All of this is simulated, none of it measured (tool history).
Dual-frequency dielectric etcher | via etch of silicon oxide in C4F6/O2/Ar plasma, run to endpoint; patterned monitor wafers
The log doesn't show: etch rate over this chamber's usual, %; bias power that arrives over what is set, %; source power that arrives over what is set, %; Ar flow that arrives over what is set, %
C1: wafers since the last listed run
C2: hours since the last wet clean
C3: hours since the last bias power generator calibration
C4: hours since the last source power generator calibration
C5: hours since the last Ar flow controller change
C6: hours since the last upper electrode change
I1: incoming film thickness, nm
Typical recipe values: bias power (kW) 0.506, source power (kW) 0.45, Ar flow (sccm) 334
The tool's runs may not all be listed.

run 1 day=0 | bias_power_(kW)=0.506 source_power_(kW)=0.45 Ar_flow_(sccm)=334 | C1=0 C2=206 C3=5233.1 C4=3494.3 C5=4824.4 C6=2727 | I1=70.3 | endpoint_time_(s)=14.7
run 2 day=0.512 | bias_power_(kW)=0.506 source_power_(kW)=0.45 Ar_flow_(sccm)=334 | C1=223 C2=218.3 C3=5245.4 C4=3506.6 C5=4836.7 C6=2739.3 | I1=71 | endpoint_time_(s)=15
run 3 day=1.292 | bias_power_(kW)=0.506 source_power_(kW)=0.45 Ar_flow_(sccm)=334 | C1=339 C2=237 C3=5264.1 C4=3525.3 C5=4855.4 C6=2758 | I1=71.2 | endpoint_time_(s)=14.9
run 4 day=2.592 | bias_power_(kW)=0.506 source_power_(kW)=0.54 Ar_flow_(sccm)=334 | C1=566 C2=268.2 C3=5295.3 C4=3556.5 C5=4886.6 C6=2789.2 | I1=70.9 | endpoint_time_(s)=14.5
run 5 day=3.283 | bias_power_(kW)=0.506 source_power_(kW)=0.54 Ar_flow_(sccm)=334 | C1=301 C2=284.8 C3=5311.9 C4=3573.1 C5=4903.2 C6=2805.8 | I1=71.7 | endpoint_time_(s)=14.6
run 6 day=4.033 | bias_power_(kW)=0.506 source_power_(kW)=0.52 Ar_flow_(sccm)=288 | C1=326 C2=302.8 C3=5329.9 C4=3591.1 C5=4921.2 C6=2823.8 | I1=70.2 | endpoint_time_(s)=14.2
run 7 day=5.412 | bias_power_(kW)=0.506 source_power_(kW)=0.52 Ar_flow_(sccm)=288 | C1=600 C2=335.9 C3=5363 C4=3624.2 C5=4954.3 C6=2856.9 | I1=70.3 | endpoint_time_(s)=14.2
run 8 day=6.688 | bias_power_(kW)=0.506 source_power_(kW)=0.52 Ar_flow_(sccm)=288 | C1=555 C2=366.5 C3=5393.6 C4=3654.8 C5=4984.9 C6=2887.5 | I1=71.1 | endpoint_time_(s)=14.6
run 9 day=7.838 | bias_power_(kW)=0.591 source_power_(kW)=0.45 Ar_flow_(sccm)=334 | C1=500 C2=394.1 C3=5421.2 C4=3682.4 C5=5012.5 C6=2915.1 | I1=70.8 | endpoint_time_(s)=13.7
run 10 day=8.604 | bias_power_(kW)=0.506 source_power_(kW)=0.45 Ar_flow_(sccm)=292 | C1=333 C2=412.5 C3=5439.6 C4=3700.8 C5=5030.9 C6=2933.5 | I1=71.5 | endpoint_time_(s)=15.2
run 11 day=9.983 | bias_power_(kW)=0.506 source_power_(kW)=0.45 Ar_flow_(sccm)=292 | C1=600 C2=445.6 C3=5472.7 C4=3733.9 C5=5064 C6=2966.6 | I1=70.9 | endpoint_time_(s)=15.1
run 12 day=11.338 | bias_power_(kW)=0.506 source_power_(kW)=0.45 Ar_flow_(sccm)=334 | C1=589 C2=478.1 C3=5505.2 C4=3766.4 C5=5096.5 C6=2999.1 | I1=70.8 | endpoint_time_(s)=15.3
run 13 day=12.183 | bias_power_(kW)=0.554 source_power_(kW)=0.36 Ar_flow_(sccm)=334 | C1=368 C2=498.4 C3=5525.5 C4=3786.7 C5=5116.8 C6=3019.4 | I1=71.1 | endpoint_time_(s)=15.2
run 14 day=13.317 | bias_power_(kW)=0.506 source_power_(kW)=0.54 Ar_flow_(sccm)=334 | C1=493 C2=525.6 C3=5552.7 C4=3813.9 C5=5144 C6=3046.6 | I1=70.9 | endpoint_time_(s)=14.6
run 15 day=14.217 | bias_power_(kW)=0.506 source_power_(kW)=0.45 Ar_flow_(sccm)=374 | C1=392 C2=547.2 C3=5574.3 C4=3835.5 C5=5165.6 C6=3068.2 | I1=71.3 | endpoint_time_(s)=15.7
run 16 day=15.458 | bias_power_(kW)=0.506 source_power_(kW)=0.45 Ar_flow_(sccm)=334 | C1=540 C2=577 C3=5604.1 C4=3865.3 C5=5195.4 C6=3098 | I1=71.2 | endpoint_time_(s)=15.5
-- day=17.279 source power generator calibrated
-- day=17.546 wet clean of the chamber
run 17 day=17.567 | bias_power_(kW)=0.506 source_power_(kW)=0.45 Ar_flow_(sccm)=334 | C1=729 C2=0.5 C3=5654.7 C4=6.9 C5=5246 C6=3148.6 | I1=71 | endpoint_time_(s)=14.8
run 18 day=17.579 | bias_power_(kW)=0.506 source_power_(kW)=0.45 Ar_flow_(sccm)=334 | C1=5 C2=0.8 C3=5655 C4=7.2 C5=5246.3 C6=3148.9 | I1=70.3 | endpoint_time_(s)=14.6
run 19 day=17.933 | bias_power_(kW)=0.391 source_power_(kW)=0.55 Ar_flow_(sccm)=400 | C1=154 C2=9.3 C3=5663.5 C4=15.7 C5=5254.8 C6=3157.4 | I1=71.1 | endpoint_time_(s)=16.8
run 20 day=18.842 | bias_power_(kW)=0.506 source_power_(kW)=0.54 Ar_flow_(sccm)=334 | C1=395 C2=31.1 C3=5685.3 C4=37.5 C5=5276.6 C6=3179.2 | I1=71.8 | endpoint_time_(s)=14.4
-- day=19.45 bias power generator calibrated
-- day=20.646 upper electrode replaced
run 21 day=20.667 | bias_power_(kW)=0.459 source_power_(kW)=0.45 Ar_flow_(sccm)=251 | C1=286 C2=74.9 C3=29.2 C4=81.3 C5=5320.4 C6=0.5 | I1=70.8 | endpoint_time_(s)=15.4
run 22 day=21.204 | bias_power_(kW)=0.506 source_power_(kW)=0.45 Ar_flow_(sccm)=395 | C1=234 C2=87.8 C3=42.1 C4=94.2 C5=5333.3 C6=13.4 | I1=70.6 | endpoint_time_(s)=15
-- day=22.367 Ar flow controller replaced
run 23 day=22.854 | bias_power_(kW)=0.427 source_power_(kW)=0.45 Ar_flow_(sccm)=412 | C1=609 C2=127.4 C3=81.7 C4=133.8 C5=11.7 C6=53 | I1=70.8 | endpoint_time_(s)=16.8
run 24 day=23.392 | bias_power_(kW)=0.506 source_power_(kW)=0.45 Ar_flow_(sccm)=334 | C1=234 C2=140.3 C3=94.6 C4=146.7 C5=24.6 C6=65.9 | I1=70.4 | endpoint_time_(s)=14.9
run 25 day=24.225 | bias_power_(kW)=0.506 source_power_(kW)=0.41 Ar_flow_(sccm)=334 | C1=362 C2=160.3 C3=114.6 C4=166.7 C5=44.6 C6=85.9 | I1=70.1 | endpoint_time_(s)=15.1
run 26 day=25.404 | bias_power_(kW)=0.418 source_power_(kW)=0.45 Ar_flow_(sccm)=334 | C1=513 C2=188.6 C3=142.9 C4=195 C5=72.9 C6=114.2 | I1=70.3 | endpoint_time_(s)=16.7
run 27 day=26.2 | bias_power_(kW)=0.576 source_power_(kW)=0.41 Ar_flow_(sccm)=357 | C1=346 C2=207.7 C3=162 C4=214.1 C5=92 C6=133.3 | I1=70.4 | endpoint_time_(s)=14.2
run 28 day=27.088 | bias_power_(kW)=0.455 source_power_(kW)=0.52 Ar_flow_(sccm)=258 | C1=386 C2=229 C3=183.3 C4=235.4 C5=113.3 C6=154.6 | I1=70.9 | endpoint_time_(s)=15.3
run 29 day=28.35 | bias_power_(kW)=0.506 source_power_(kW)=0.45 Ar_flow_(sccm)=334 | C1=549 C2=259.3 C3=213.6 C4=265.7 C5=143.6 C6=184.9 | I1=70.6 | endpoint_time_(s)=15
run 30 day=29.496 | bias_power_(kW)=0.616 source_power_(kW)=0.41 Ar_flow_(sccm)=304 | C1=499 C2=286.8 C3=241.1 C4=293.2 C5=171.1 C6=212.4 | I1=71 | endpoint_time_(s)=13.9

Consider 3 possible next runs. They are alternatives, not a sequence: every one starts from the tool as it was left by run 30. What does each give?
run A day=29.512 | bias_power_(kW)=0.506 source_power_(kW)=0.45 Ar_flow_(sccm)=334 | C1=7 C2=287.2 C3=241.5 C4=293.6 C5=171.5 C6=212.8 | I1=70.5 | endpoint_time_(s)=?
run B day=29.512 | bias_power_(kW)=0.405 source_power_(kW)=0.45 Ar_flow_(sccm)=277 | C1=7 C2=287.2 C3=241.5 C4=293.6 C5=171.5 C6=212.8 | I1=70.5 | endpoint_time_(s)=?
run C day=29.512 | bias_power_(kW)=0.402 source_power_(kW)=0.45 Ar_flow_(sccm)=334 | C1=7 C2=287.2 C3=241.5 C4=293.6 C5=171.5 C6=212.8 | I1=70.5 | endpoint_time_(s)=?

run=A endpoint_time_(s)=15
run=B endpoint_time_(s)=17
run=C endpoint_time_(s)=17.3
With the hidden condition removed and each run's random variation left untouched, the same runs would have given:
run=A endpoint_time_(s)=14.5
run=B endpoint_time_(s)=16.4
run=C endpoint_time_(s)=16.7
